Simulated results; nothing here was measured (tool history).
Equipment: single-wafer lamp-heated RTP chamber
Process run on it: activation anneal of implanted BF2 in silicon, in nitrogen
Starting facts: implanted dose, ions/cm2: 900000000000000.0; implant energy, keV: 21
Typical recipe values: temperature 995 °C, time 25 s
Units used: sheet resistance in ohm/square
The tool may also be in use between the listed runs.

run,day,temperature,time,wafers since the last listed run,wafers since the last pyrometer calibration,wafers since the reflector plate was cleaned,hours since the gauge calibration,"read-back reference wafer on the same gauge, sheet resistance",sheet resistance
1,0,1008,13,0,8339,8803,2365.8,250.42,226.75
2,2.662,1008,13,900,9239,9703,2429.7,250.91,227.92
# day 4.921: reflector plate cleaned
# day 5.183: pyrometer window cleaned and pyrometer calibrated
3,5.942,995,25,906,255,255,2508.4,251.34,227.78
4,9.75,995,25,1287,1543,1543,2599.8,251.53,226.71
5,11.754,995,25,677,2220,2220,2647.9,251.81,228.06
6,14.888,995,25,1059,3279,3279,2723.1,252.33,228.45
7,19.358,1003,13,1511,4791,4791,2830.4,252.74,234.46
8,22.621,1003,13,1102,5893,5893,2908.7,253.17,235.13
# day 30.046: gauge calibrated
9,35.412,1003,13,4324,10218,10218,128.8,244.12,227.91
# day 38.112: pyrometer window cleaned and pyrometer calibrated
10,38.867,995,25,1054,254,11273,211.7,243.93,221.55
# day 41.304: reflector plate cleaned
11,41.45,995,29,760,1014,49,273.7,244.31,216.63
12,43.421,995,25,666,1681,716,321,244.12,220.14
13,46.892,978,19,1173,2854,1889,404.3,244.13,252.43
14,55.742,979,25,2991,5846,4880,616.7,244.4,245.33
15,57.629,995,25,638,6484,5519,662,244.55,221.51
16,60.558,978,19,990,7474,6509,732.3,244.43,252.62
17,64.529,969,38,1342,8816,7851,827.6,244.69,247.97
18,67.817,1009,37,1111,9927,8962,906.5,244.78,193.38
19,71.342,1023,39,1191,11119,10154,991.1,245.08,182.14
# day 71.85: pyrometer window cleaned and pyrometer calibrated
20,75.388,995,25,1254,1195,11409,1088.2,245,221.89
# day 77.396: reflector plate cleaned
21,79.221,1024,32,1183,2378,616,1180.2,245.14,182.99
22,81.638,995,25,816,3195,1433,1238.2,245.39,221.8
23,84.233,972,19,877,4073,2311,1300.5,245.81,266.61
24,86.546,995,18,781,4854,3092,1356,245.9,231.55
25,90.429,969,12,1312,6167,4405,1449.2,246.06,282.17
26,92.033,1005,36,542,6709,4947,1487.7,246.25,200.24
27,93.842,969,38,611,7321,5559,1531.1,246.22,250.8
28,95.842,982,38,676,7997,6235,1579.1,246.2,229.72
29,99.642,1009,25,1284,9281,7519,1670.3,246.67,205.22
30,103,1008,19,1135,10416,8654,1750.9,247.15,213.97
# day 107.204: pyrometer window cleaned and pyrometer calibrated
31,107.362,995,25,1362,54,10016,1855.6,247.22,223.52
32,109.092,967,37,584,638,10601,1897.1,247.39,257.52
# day 109.875: reflector plate cleaned
33,110.958,1007,25,518,1157,365,1941.9,247.5,209.61
34,114.45,967,19,1180,2337,1546,2025.7,247.91,277.53
35,118.2,1023,39,1267,3605,2813,2115.7,248.19,183.51
36,122.579,995,37,1480,5085,4294,2220.8,248.42,212.94

Take each entry between the runs: how does the hidden state at the last listed run before it differ from the hidden state at the first listed run after it?
Between runs 2 and 3: reflector plate cleaned (day 4.921); pyrometer window cleaned and pyrometer calibrated (day 5.183)
  gauge reads high (%): 2.39 -> 2.53
  difference, measured minus the result without the unlogged condition, sheet resistance: +5.32 -> +5.63 ohm/square
Between runs 8 and 9: gauge calibrated (day 30.046)
  gauge reads high (%): 3.34 -> -0.369
  difference, measured minus the result without the unlogged condition, sheet resistance: +7.59 -> -0.85 ohm/square
Between runs 9 and 10: pyrometer window cleaned and pyrometer calibrated (day 38.112)
  gauge reads high (%): -0.369 -> -0.359
  difference, measured minus the result without the unlogged condition, sheet resistance: -0.85 -> -0.8 ohm/square
Between runs 10 and 11: reflector plate cleaned (day 41.304)
  gauge reads high (%): -0.359 -> -0.347
  difference, measured minus the result without the unlogged condition, sheet resistance: -0.8 -> -0.75 ohm/square
Between runs 19 and 20: pyrometer window cleaned and pyrometer calibrated (day 71.85)
  gauge reads high (%): -0.0104 -> 0.0646
  difference, measured minus the result without the unlogged condition, sheet resistance: -0.02 -> +0.14 ohm/square
Between runs 20 and 21: reflector plate cleaned (day 77.396)
  gauge reads high (%): 0.0646 -> 0.142
  difference, measured minus the result without the unlogged condition, sheet resistance: +0.14 -> +0.26 ohm/square
Between runs 30 and 31: pyrometer window cleaned and pyrometer calibrated (day 107.204)
  gauge reads high (%): 0.763 -> 0.904
  difference, measured minus the result without the unlogged condition, sheet resistance: +1.62 -> +2 ohm/square
Between runs 32 and 33: reflector plate cleaned (day 109.875)
  gauge reads high (%): 0.961 -> 1.03
  difference, measured minus the result without the unlogged condition, sheet resistance: +2.46 -> +2.13 ohm/square

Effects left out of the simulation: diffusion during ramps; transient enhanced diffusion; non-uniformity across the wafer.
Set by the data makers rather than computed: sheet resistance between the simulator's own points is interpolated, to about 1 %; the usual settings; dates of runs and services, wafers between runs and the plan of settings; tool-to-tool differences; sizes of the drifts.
